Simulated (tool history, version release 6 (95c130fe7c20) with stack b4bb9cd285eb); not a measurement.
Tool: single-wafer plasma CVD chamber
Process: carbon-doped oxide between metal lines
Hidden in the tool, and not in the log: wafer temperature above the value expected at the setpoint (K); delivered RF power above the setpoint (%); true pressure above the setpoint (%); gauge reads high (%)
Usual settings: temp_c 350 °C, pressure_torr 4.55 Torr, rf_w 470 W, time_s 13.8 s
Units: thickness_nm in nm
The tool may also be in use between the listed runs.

| run | hour | temp_c | pressure_torr | rf_w | time_s | wafers since the last listed run | hours since the last thermocouple change | hours since the last RF generator calibration | hours since the last manometer calibration | hours since the showerhead was replaced | hours since the gauge calibration | read-back reference wafer on the same gauge, thickness_nm | thickness_nm |
|---|---|---|---|---|---|---|---|---|---|---|---|---|---|
| 1 | 0.0 | 350 | 4.55 | 470 | 13.8 | 0 | 1650.4 | 1673.4 | 1157.5 | 4138.3 | 258.2 | 88.593 | 76.263 |
| 2 | 25.0 | 350 | 4.55 | 470 | 13.8 | 747 | 1675.4 | 1698.4 | 1182.5 | 4163.3 | 283.2 | 88.705 | 76.057 |
| 3 | 48.8 | 350 | 4.55 | 470 | 13.8 | 711 | 1699.2 | 1722.2 | 1206.3 | 4187.1 | 307.0 | 88.795 | 75.912 |
| 4 | 80.8 | 350 | 4.55 | 470 | 13.8 | 957 | 1731.2 | 1754.2 | 1238.3 | 4219.1 | 339.0 | 88.716 | 76.105 |
| 5 | 98.0 | 350 | 4.55 | 470 | 13.8 | 514 | 1748.4 | 1771.4 | 1255.5 | 4236.3 | 356.2 | 88.666 | 76.434 |
| 6 | 121.6 | 350 | 4.55 | 470 | 13.8 | 705 | 1772.0 | 1795.0 | 1279.1 | 4259.9 | 379.8 | 88.694 | 76.501 |
| 7 | 145.7 | 350 | 4.55 | 470 | 12.6 | 720 | 1796.1 | 1819.1 | 1303.2 | 4284.0 | 403.9 | 88.702 | 69.532 |
| 8 | 169.1 | 350 | 4.55 | 470 | 12.6 | 699 | 1819.5 | 1842.5 | 1326.6 | 4307.4 | 427.3 | 88.751 | 69.827 |
|  | 228.8 | capacitance manometer re-zeroed and calibrated |
| 9 | 252.0 | 350 | 4.55 | 470 | 12.6 | 2240 | 1902.4 | 1925.4 | 23.2 | 4390.3 | 510.2 | 88.675 | 69.156 |
| 10 | 283.2 | 350 | 4.55 | 470 | 13.2 | 933 | 1933.6 | 1956.6 | 54.4 | 4421.5 | 541.4 | 88.711 | 72.314 |
|  | 296.6 | showerhead replaced |
| 11 | 299.2 | 350 | 4.55 | 470 | 13.2 | 239 | 1949.6 | 1972.6 | 70.4 | 2.6 | 557.4 | 88.739 | 73.233 |
| 12 | 318.9 | 338 | 3.77 | 425 | 14.6 | 589 | 1969.3 | 1992.3 | 90.1 | 22.3 | 577.1 | 88.656 | 76.568 |
| 13 | 350.9 | 350 | 4.55 | 440 | 13.8 | 957 | 2001.3 | 2024.3 | 122.1 | 54.3 | 609.1 | 88.674 | 72.221 |
| 14 | 364.3 | 356 | 4.88 | 380 | 11.6 | 400 | 2014.7 | 2037.7 | 135.5 | 67.7 | 622.5 | 88.776 | 54.758 |
|  | 379.1 | thermocouple changed; heater temperature recalibrated |
|  | 384.0 | RF generator calibrated |
| 15 | 384.5 | 365 | 4.55 | 405 | 13.8 | 217 | 5.4 | 0.5 | 155.7 | 87.9 | 642.7 | 88.802 | 66.180 |
|  | 393.1 | gauge calibrated |
| 16 | 401.1 | 357 | 4.55 | 430 | 16.1 | 496 | 22.0 | 17.1 | 172.3 | 104.5 | 8.0 | 88.727 | 81.798 |
| 17 | 436.4 | 344 | 5.20 | 470 | 13.8 | 1055 | 57.3 | 52.4 | 207.6 | 139.8 | 43.3 | 88.733 | 78.473 |
| 18 | 457.7 | 350 | 4.55 | 470 | 13.8 | 637 | 78.6 | 73.7 | 228.9 | 161.1 | 64.6 | 88.655 | 76.188 |
| 19 | 483.8 | 350 | 4.55 | 470 | 13.8 | 780 | 104.7 | 99.8 | 255.0 | 187.2 | 90.7 | 88.637 | 75.976 |
| 20 | 514.0 | 340 | 4.91 | 525 | 11.9 | 903 | 134.9 | 130.0 | 285.2 | 217.4 | 120.9 | 88.727 | 72.596 |
| 21 | 537.3 | 359 | 5.51 | 515 | 13.8 | 696 | 158.2 | 153.3 | 308.5 | 240.7 | 144.2 | 88.758 | 80.253 |
| 22 | 569.7 | 350 | 4.55 | 470 | 13.8 | 969 | 190.6 | 185.7 | 340.9 | 273.1 | 176.6 | 88.692 | 75.961 |

The tool's hidden state at each run:
wafer temperature above the value expected at the setpoint (K): 0 in every run
delivered RF power above the setpoint (%): 0 in every run
true pressure above the setpoint (%): 0 in every run
gauge reads high (%): 0 in every run
